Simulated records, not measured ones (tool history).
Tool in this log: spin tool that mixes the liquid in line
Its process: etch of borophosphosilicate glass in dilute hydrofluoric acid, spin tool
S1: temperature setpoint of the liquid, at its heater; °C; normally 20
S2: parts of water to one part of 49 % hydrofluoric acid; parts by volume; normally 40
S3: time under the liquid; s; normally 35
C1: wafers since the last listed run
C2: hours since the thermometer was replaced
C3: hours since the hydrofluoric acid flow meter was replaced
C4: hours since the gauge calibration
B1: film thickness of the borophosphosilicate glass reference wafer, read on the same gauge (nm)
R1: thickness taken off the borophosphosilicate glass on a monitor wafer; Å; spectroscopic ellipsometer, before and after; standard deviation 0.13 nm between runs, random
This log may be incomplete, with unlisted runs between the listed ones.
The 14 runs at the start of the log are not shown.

| run | hour | S1 | S2 | S3 | C1 | C2 | C3 | C4 | B1 | R1 |
|---|---|---|---|---|---|---|---|---|---|---|
| 15 | 1235.6 | 17 | 50 | 35 | 1592 | 1798.6 | 1003.9 | 278.4 | 40.01 | 184.1 |
| 16 | 1326.3 | 17 | 30 | 35 | 1343 | 1889.3 | 1094.6 | 369.1 | 39.99 | 312.6 |
| 17 | 1409.3 | 20 | 40 | 35 | 1229 | 1972.3 | 1177.6 | 452.1 | 39.96 | 263.5 |
| 18 | 1504.8 | 20 | 55 | 20 | 1414 | 2067.8 | 1273.1 | 547.6 | 39.99 | 109.3 |
|  | 1550 | thermometer replaced |
| 19 | 1582.4 | 18 | 25 | 30 | 1134 | 32.4 | 1350.7 | 625.2 | 40.02 | 340.1 |
| 20 | 1680.4 | 21.5 | 60 | 35 | 1451 | 130.4 | 1448.7 | 723.2 | 40.05 | 185.1 |
| 21 | 1733.1 | 20 | 40 | 35 | 780 | 183.1 | 1501.4 | 775.9 | 39.95 | 266.1 |
| 22 | 1816.7 | 23 | 55 | 35 | 1238 | 266.7 | 1585 | 859.5 | 40 | 217 |
| 23 | 1900.8 | 20 | 40 | 55 | 1245 | 350.8 | 1669.1 | 943.6 | 40.01 | 417.7 |
| 24 | 1996 | 20 | 40 | 35 | 1410 | 446 | 1764.3 | 1038.8 | 40.03 | 265.8 |
| 25 | 2102.9 | 20 | 40 | 35 | 1583 | 552.9 | 1871.2 | 1145.7 | 40.01 | 268.6 |
|  | 2130.3 | hydrofluoric acid flow meter replaced |
| 26 | 2145.7 | 17.5 | 40 | 50 | 619 | 595.7 | 15.4 | 1188.5 | 40 | 332.1 |
| 27 | 2221.6 | 20 | 25 | 35 | 1124 | 671.6 | 91.3 | 1264.4 | 40 | 421.5 |
| 28 | 2328.2 | 20 | 55 | 35 | 1579 | 778.2 | 197.9 | 1371 | 40.05 | 185.9 |
| 29 | 2399 | 22.5 | 40 | 15 | 1048 | 849 | 268.7 | 1441.8 | 40.04 | 122.8 |
| 30 | 2680.2 | 22.5 | 50 | 20 | 4165 | 1130.2 | 549.9 | 1723 | 39.97 | 130.9 |
| 31 | 2773.5 | 17 | 50 | 35 | 1382 | 1223.5 | 643.2 | 1816.3 | 39.99 | 180.8 |

What if the next run were any one of these 5? Each begins from the tool's condition after run 31:
| A | 2773.9 | 20 | 40 | 35 | 5 | 1223.9 | 643.6 | 1816.7 | ? | ? |
| B | 2773.9 | 17 | 25 | 45 | 5 | 1223.9 | 643.6 | 1816.7 | ? | ? |
| C | 2773.9 | 24.5 | 20 | 35 | 5 | 1223.9 | 643.6 | 1816.7 | ? | ? |
| D | 2773.9 | 23 | 25 | 45 | 5 | 1223.9 | 643.6 | 1816.7 | ? | ? |
| E | 2773.9 | 24 | 55 | 35 | 5 | 1223.9 | 643.6 | 1816.7 | ? | ? |

| run | B1 | R1 |
|---|---|---|
| A | 39.97 | 260.3 |
| B | 39.97 | 478 |
| C | 39.97 | 646.2 |
| D | 39.97 | 619.8 |
| E | 39.97 | 219.7 |
With the hidden condition removed and each run's random variation left untouched, the same runs would have given:
| run | R1 |
|---|---|
| A | 255 |
| B | 468.4 |
| C | 633.2 |
| D | 607.2 |
| E | 215.1 |

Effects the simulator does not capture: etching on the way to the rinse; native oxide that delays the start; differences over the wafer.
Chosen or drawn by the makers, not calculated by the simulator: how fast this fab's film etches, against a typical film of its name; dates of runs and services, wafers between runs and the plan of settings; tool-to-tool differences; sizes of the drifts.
